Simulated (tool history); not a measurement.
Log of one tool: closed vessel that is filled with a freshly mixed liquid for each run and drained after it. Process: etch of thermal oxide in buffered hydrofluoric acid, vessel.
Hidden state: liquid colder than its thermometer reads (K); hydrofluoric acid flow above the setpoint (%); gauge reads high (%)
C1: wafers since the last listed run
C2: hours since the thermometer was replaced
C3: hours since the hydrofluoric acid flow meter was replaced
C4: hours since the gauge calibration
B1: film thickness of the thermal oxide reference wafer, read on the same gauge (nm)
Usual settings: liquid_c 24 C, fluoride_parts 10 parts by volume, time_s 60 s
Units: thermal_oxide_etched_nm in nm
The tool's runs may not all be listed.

{"run": 1, "day": 0.0, "liquid_c": 24, "fluoride_parts": 11, "time_s": 60, "C1": 0, "C2": 1449.6, "C3": 2273.4, "C4": 313, "B1": 120, "thermal_oxide_etched_nm": 57.83}
{"run": 2, "day": 1.438, "liquid_c": 24, "fluoride_parts": 11, "time_s": 60, "C1": 3553, "C2": 1484.1, "C3": 2307.9, "C4": 347.5, "B1": 120.02, "thermal_oxide_etched_nm": 59.09}
{"run": 3, "day": 2.846, "liquid_c": 24, "fluoride_parts": 10, "time_s": 60, "C1": 3481, "C2": 1517.9, "C3": 2341.7, "C4": 381.3, "B1": 120.03, "thermal_oxide_etched_nm": 62.28}
{"run": 4, "day": 5.4, "liquid_c": 24, "fluoride_parts": 10, "time_s": 60, "C1": 6314, "C2": 1579.2, "C3": 2403, "C4": 442.6, "B1": 119.97, "thermal_oxide_etched_nm": 62.22}
{"run": 5, "day": 6.812, "liquid_c": 24, "fluoride_parts": 10, "time_s": 60, "C1": 3492, "C2": 1613.1, "C3": 2436.9, "C4": 476.5, "B1": 119.98, "thermal_oxide_etched_nm": 61.99}
{"day": 7.704, "done": "hydrofluoric acid flow meter replaced"}
{"run": 6, "day": 8.192, "liquid_c": 24, "fluoride_parts": 10, "time_s": 60, "C1": 3306, "C2": 1646.2, "C3": 11.7, "C4": 509.6, "B1": 120.02, "thermal_oxide_etched_nm": 57.66}
{"run": 7, "day": 9.112, "liquid_c": 24, "fluoride_parts": 10, "time_s": 60, "C1": 2276, "C2": 1668.3, "C3": 33.8, "C4": 531.7, "B1": 120.03, "thermal_oxide_etched_nm": 57.33}
{"run": 8, "day": 9.996, "liquid_c": 24, "fluoride_parts": 11.5, "time_s": 45, "C1": 2183, "C2": 1689.5, "C3": 55, "C4": 552.9, "B1": 119.99, "thermal_oxide_etched_nm": 38.1}
{"run": 9, "day": 10.971, "liquid_c": 27.5, "fluoride_parts": 7, "time_s": 60, "C1": 2410, "C2": 1712.9, "C3": 78.4, "C4": 576.3, "B1": 119.96, "thermal_oxide_etched_nm": 97.25}
{"run": 10, "day": 11.762, "liquid_c": 27.5, "fluoride_parts": 7, "time_s": 60, "C1": 1957, "C2": 1731.9, "C3": 97.4, "C4": 595.3, "B1": 119.98, "thermal_oxide_etched_nm": 98.21}
{"run": 11, "day": 12.275, "liquid_c": 24, "fluoride_parts": 10, "time_s": 60, "C1": 1267, "C2": 1744.2, "C3": 109.7, "C4": 607.6, "B1": 120.07, "thermal_oxide_etched_nm": 57.49}
{"run": 12, "day": 12.954, "liquid_c": 24, "fluoride_parts": 7.5, "time_s": 60, "C1": 1679, "C2": 1760.5, "C3": 126, "C4": 623.9, "B1": 119.96, "thermal_oxide_etched_nm": 75.49}
{"run": 13, "day": 13.712, "liquid_c": 28, "fluoride_parts": 12.5, "time_s": 40, "C1": 1874, "C2": 1778.7, "C3": 144.2, "C4": 642.1, "B1": 120, "thermal_oxide_etched_nm": 38.62}
{"day": 16.104, "done": "thermometer replaced"}
{"run": 14, "day": 16.125, "liquid_c": 26, "fluoride_parts": 6.5, "time_s": 60, "C1": 5861, "C2": 0.5, "C3": 202.1, "C4": 700, "B1": 120.01, "thermal_oxide_etched_nm": 106.71}
{"run": 15, "day": 17.012, "liquid_c": 28.5, "fluoride_parts": 10, "time_s": 50, "C1": 2194, "C2": 21.8, "C3": 223.4, "C4": 721.3, "B1": 120, "thermal_oxide_etched_nm": 67.24}
{"run": 16, "day": 18.217, "liquid_c": 24, "fluoride_parts": 10, "time_s": 60, "C1": 2977, "C2": 50.7, "C3": 252.3, "C4": 750.2, "B1": 120.02, "thermal_oxide_etched_nm": 63.52}
{"run": 17, "day": 19.183, "liquid_c": 24, "fluoride_parts": 12, "time_s": 45, "C1": 2389, "C2": 73.9, "C3": 275.5, "C4": 773.4, "B1": 119.99, "thermal_oxide_etched_nm": 40.56}
{"run": 18, "day": 20.267, "liquid_c": 28, "fluoride_parts": 13.5, "time_s": 60, "C1": 2678, "C2": 99.9, "C3": 301.5, "C4": 799.4, "B1": 119.99, "thermal_oxide_etched_nm": 60.04}
{"run": 19, "day": 21.233, "liquid_c": 26, "fluoride_parts": 10, "time_s": 85, "C1": 2389, "C2": 123.1, "C3": 324.7, "C4": 822.6, "B1": 120, "thermal_oxide_etched_nm": 99.85}
{"run": 20, "day": 22.0, "liquid_c": 24, "fluoride_parts": 10, "time_s": 60, "C1": 1895, "C2": 141.5, "C3": 343.1, "C4": 841, "B1": 120.01, "thermal_oxide_etched_nm": 63.35}
{"run": 21, "day": 22.833, "liquid_c": 24, "fluoride_parts": 10, "time_s": 60, "C1": 2060, "C2": 161.5, "C3": 363.1, "C4": 861, "B1": 120.03, "thermal_oxide_etched_nm": 63.48}
{"run": 22, "day": 23.496, "liquid_c": 24, "fluoride_parts": 10, "time_s": 60, "C1": 1637, "C2": 177.4, "C3": 379, "C4": 876.9, "B1": 120.03, "thermal_oxide_etched_nm": 64.03}
{"run": 23, "day": 24.088, "liquid_c": 24, "fluoride_parts": 10, "time_s": 60, "C1": 1462, "C2": 191.6, "C3": 393.2, "C4": 891.1, "B1": 120, "thermal_oxide_etched_nm": 63.47}
{"day": 24.108, "done": "gauge calibrated"}
{"run": 24, "day": 25.083, "liquid_c": 22, "fluoride_parts": 6, "time_s": 35, "C1": 2461, "C2": 215.5, "C3": 417.1, "C4": 23.4, "B1": 119.97, "thermal_oxide_etched_nm": 52.69}
{"run": 25, "day": 26.3, "liquid_c": 24, "fluoride_parts": 10, "time_s": 60, "C1": 3007, "C2": 244.7, "C3": 446.3, "C4": 52.6, "B1": 120.03, "thermal_oxide_etched_nm": 63.45}
{"run": 26, "day": 27.7, "liquid_c": 26.5, "fluoride_parts": 12, "time_s": 40, "C1": 3461, "C2": 278.3, "C3": 479.9, "C4": 86.2, "B1": 119.95, "thermal_oxide_etched_nm": 41.14}
{"run": 27, "day": 28.258, "liquid_c": 21.5, "fluoride_parts": 14, "time_s": 60, "C1": 1380, "C2": 291.7, "C3": 493.3, "C4": 99.6, "B1": 119.99, "thermal_oxide_etched_nm": 39.92}
{"run": 28, "day": 29.592, "liquid_c": 26.5, "fluoride_parts": 12, "time_s": 40, "C1": 3296, "C2": 323.7, "C3": 525.3, "C4": 131.6, "B1": 120.05, "thermal_oxide_etched_nm": 40.94}
{"run": 29, "day": 30.438, "liquid_c": 24, "fluoride_parts": 8.5, "time_s": 60, "C1": 2091, "C2": 344, "C3": 545.6, "C4": 151.9, "B1": 120.02, "thermal_oxide_etched_nm": 72.76}
{"run": 30, "day": 31.225, "liquid_c": 24, "fluoride_parts": 10, "time_s": 60, "C1": 1946, "C2": 362.9, "C3": 564.5, "C4": 170.8, "B1": 120, "thermal_oxide_etched_nm": 62.99}
{"run": 31, "day": 32.525, "liquid_c": 26, "fluoride_parts": 10, "time_s": 35, "C1": 3213, "C2": 394.1, "C3": 595.7, "C4": 202, "B1": 120, "thermal_oxide_etched_nm": 40.55}
{"run": 32, "day": 33.112, "liquid_c": 28.5, "fluoride_parts": 9, "time_s": 40, "C1": 1452, "C2": 408.2, "C3": 609.8, "C4": 216.1, "B1": 119.98, "thermal_oxide_etched_nm": 58.07}
{"run": 33, "day": 33.629, "liquid_c": 28, "fluoride_parts": 7.5, "time_s": 60, "C1": 1277, "C2": 420.6, "C3": 622.2, "C4": 228.5, "B1": 119.97, "thermal_oxide_etched_nm": 105.28}

Forecast each of these 4 alternatives for the next run:
{"run": "A", "day": 33.658, "liquid_c": 24, "fluoride_parts": 10, "time_s": 45, "C1": 72, "C2": 421.3, "C3": 622.9, "C4": 229.2, "B1": "?", "thermal_oxide_etched_nm": "?"}
{"run": "B", "day": 33.658, "liquid_c": 21, "fluoride_parts": 9, "time_s": 35, "C1": 72, "C2": 421.3, "C3": 622.9, "C4": 229.2, "B1": "?", "thermal_oxide_etched_nm": "?"}
{"run": "C", "day": 33.658, "liquid_c": 24, "fluoride_parts": 14, "time_s": 60, "C1": 72, "C2": 421.3, "C3": 622.9, "C4": 229.2, "B1": "?", "thermal_oxide_etched_nm": "?"}
{"run": "D", "day": 33.658, "liquid_c": 24, "fluoride_parts": 6.5, "time_s": 60, "C1": 72, "C2": 421.3, "C3": 622.9, "C4": 229.2, "B1": "?", "thermal_oxide_etched_nm": "?"}

run=A B1=119.95 thermal_oxide_etched_nm=47.3
run=B B1=119.95 thermal_oxide_etched_nm=34
run=C B1=119.95 thermal_oxide_etched_nm=46.13
run=D B1=119.95 thermal_oxide_etched_nm=95.36
Without the tool's hidden state the same runs would have given:
run=A thermal_oxide_etched_nm=48.1
run=B thermal_oxide_etched_nm=33.89
run=C thermal_oxide_etched_nm=46.17
run=D thermal_oxide_etched_nm=95.92
